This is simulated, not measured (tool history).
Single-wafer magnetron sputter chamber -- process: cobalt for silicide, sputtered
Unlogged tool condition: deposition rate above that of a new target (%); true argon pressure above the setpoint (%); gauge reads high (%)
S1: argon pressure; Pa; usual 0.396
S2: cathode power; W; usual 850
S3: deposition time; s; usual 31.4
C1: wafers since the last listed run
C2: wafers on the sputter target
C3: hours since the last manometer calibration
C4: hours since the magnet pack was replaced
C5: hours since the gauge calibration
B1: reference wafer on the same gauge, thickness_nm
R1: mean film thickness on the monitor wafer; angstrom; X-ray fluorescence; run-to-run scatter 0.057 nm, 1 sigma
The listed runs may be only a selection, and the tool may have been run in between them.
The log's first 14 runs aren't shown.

{"run": 15, "hour": 325.9, "S1": 0.396, "S2": 850, "S3": 31.4, "C1": 312, "C2": 3949, "C3": 1415.7, "C4": 69.1, "C5": 384.2, "B1": 14.527, "R1": 133}
{"run": 16, "hour": 359.1, "S1": 0.396, "S2": 850, "S3": 31.4, "C1": 484, "C2": 4434, "C3": 1448.9, "C4": 102.3, "C5": 417.4, "B1": 14.504, "R1": 133.22}
{"run": 17, "hour": 394.0, "S1": 0.396, "S2": 700, "S3": 31.4, "C1": 509, "C2": 4943, "C3": 1483.8, "C4": 137.2, "C5": 452.3, "B1": 14.526, "R1": 114.57}
{"run": 18, "hour": 422.9, "S1": 0.396, "S2": 850, "S3": 31.4, "C1": 422, "C2": 5365, "C3": 1512.7, "C4": 166.1, "C5": 481.2, "B1": 14.51, "R1": 133.16}
{"hour": 461.6, "done": "sputter target and shields replaced"}
{"run": 19, "hour": 462.1, "S1": 0.396, "S2": 850, "S3": 31.4, "C1": 455, "C2": 7, "C3": 1551.9, "C4": 205.3, "C5": 520.4, "B1": 14.499, "R1": 133.39}
{"run": 20, "hour": 481.2, "S1": 0.295, "S2": 850, "S3": 34.3, "C1": 278, "C2": 286, "C3": 1571, "C4": 224.4, "C5": 539.5, "B1": 14.496, "R1": 150.51}
{"run": 21, "hour": 505.2, "S1": 0.45, "S2": 850, "S3": 27.5, "C1": 350, "C2": 636, "C3": 1595, "C4": 248.4, "C5": 563.5, "B1": 14.491, "R1": 113.86}
{"run": 22, "hour": 529.6, "S1": 0.24, "S2": 850, "S3": 31.4, "C1": 356, "C2": 993, "C3": 1619.4, "C4": 272.8, "C5": 587.9, "B1": 14.51, "R1": 140.66}
{"run": 23, "hour": 547.5, "S1": 0.396, "S2": 950, "S3": 35.1, "C1": 261, "C2": 1254, "C3": 1637.3, "C4": 290.7, "C5": 605.8, "B1": 14.484, "R1": 163.57}
{"run": 24, "hour": 565.8, "S1": 0.396, "S2": 850, "S3": 25.2, "C1": 267, "C2": 1521, "C3": 1655.6, "C4": 309, "C5": 624.1, "B1": 14.482, "R1": 106.64}
{"hour": 589.2, "done": "capacitance manometer re-zeroed and calibrated"}
{"run": 25, "hour": 589.7, "S1": 0.339, "S2": 850, "S3": 25.9, "C1": 232, "C2": 1754, "C3": 0.5, "C4": 332.9, "C5": 648, "B1": 14.478, "R1": 112.28}
{"run": 26, "hour": 610.0, "S1": 0.494, "S2": 750, "S3": 34.1, "C1": 296, "C2": 2050, "C3": 20.8, "C4": 353.2, "C5": 668.3, "B1": 14.483, "R1": 126.04}
{"hour": 612.7, "done": "gauge calibrated"}
{"run": 27, "hour": 643.5, "S1": 0.396, "S2": 850, "S3": 29.2, "C1": 489, "C2": 2539, "C3": 54.3, "C4": 386.7, "C5": 30.8, "B1": 14.482, "R1": 124.15}
{"run": 28, "hour": 674.4, "S1": 0.349, "S2": 850, "S3": 35.8, "C1": 451, "C2": 2991, "C3": 85.2, "C4": 417.6, "C5": 61.7, "B1": 14.502, "R1": 153.02}
{"run": 29, "hour": 704.7, "S1": 0.272, "S2": 800, "S3": 31.4, "C1": 442, "C2": 3433, "C3": 115.5, "C4": 447.9, "C5": 92, "B1": 14.471, "R1": 131.62}
{"run": 30, "hour": 736.5, "S1": 0.396, "S2": 850, "S3": 31.4, "C1": 464, "C2": 3898, "C3": 147.3, "C4": 479.7, "C5": 123.8, "B1": 14.507, "R1": 133.32}
{"run": 31, "hour": 759.7, "S1": 0.494, "S2": 1050, "S3": 31.4, "C1": 338, "C2": 4237, "C3": 170.5, "C4": 502.9, "C5": 147, "B1": 14.495, "R1": 154.6}
{"run": 32, "hour": 778.9, "S1": 0.29, "S2": 650, "S3": 37.2, "C1": 280, "C2": 4517, "C3": 189.7, "C4": 522.1, "C5": 166.2, "B1": 14.513, "R1": 131.75}
{"run": 33, "hour": 795.4, "S1": 0.245, "S2": 750, "S3": 31.4, "C1": 240, "C2": 4758, "C3": 206.2, "C4": 538.6, "C5": 182.7, "B1": 14.502, "R1": 127.31}

Below are 5 alternative next runs, each starting from the tool's condition after run 33. Predict each:
{"run": "A", "hour": 795.8, "S1": 0.437, "S2": 850, "S3": 31.4, "C1": 5, "C2": 4764, "C3": 206.6, "C4": 539, "C5": 183.1, "B1": "?", "R1": "?"}
{"run": "B", "hour": 795.8, "S1": 0.396, "S2": 850, "S3": 33, "C1": 5, "C2": 4764, "C3": 206.6, "C4": 539, "C5": 183.1, "B1": "?", "R1": "?"}
{"run": "C", "hour": 795.8, "S1": 0.538, "S2": 750, "S3": 31.4, "C1": 5, "C2": 4764, "C3": 206.6, "C4": 539, "C5": 183.1, "B1": "?", "R1": "?"}
{"run": "D", "hour": 795.8, "S1": 0.259, "S2": 1000, "S3": 28.2, "C1": 5, "C2": 4764, "C3": 206.6, "C4": 539, "C5": 183.1, "B1": "?", "R1": "?"}
{"run": "E", "hour": 795.8, "S1": 0.264, "S2": 750, "S3": 33.3, "C1": 5, "C2": 4764, "C3": 206.6, "C4": 539, "C5": 183.1, "B1": "?", "R1": "?"}

run=A B1=14.507 R1=131.49
run=B B1=14.507 R1=140.2
run=C B1=14.507 R1=114.73
run=D B1=14.507 R1=143.95
run=E B1=14.507 R1=134.03
Take away the tool's hidden state, keep each run's random variation, and the runs would have read:
run=A R1=131.49
run=B R1=140.2
run=C R1=114.73
run=D R1=143.95
run=E R1=134.03
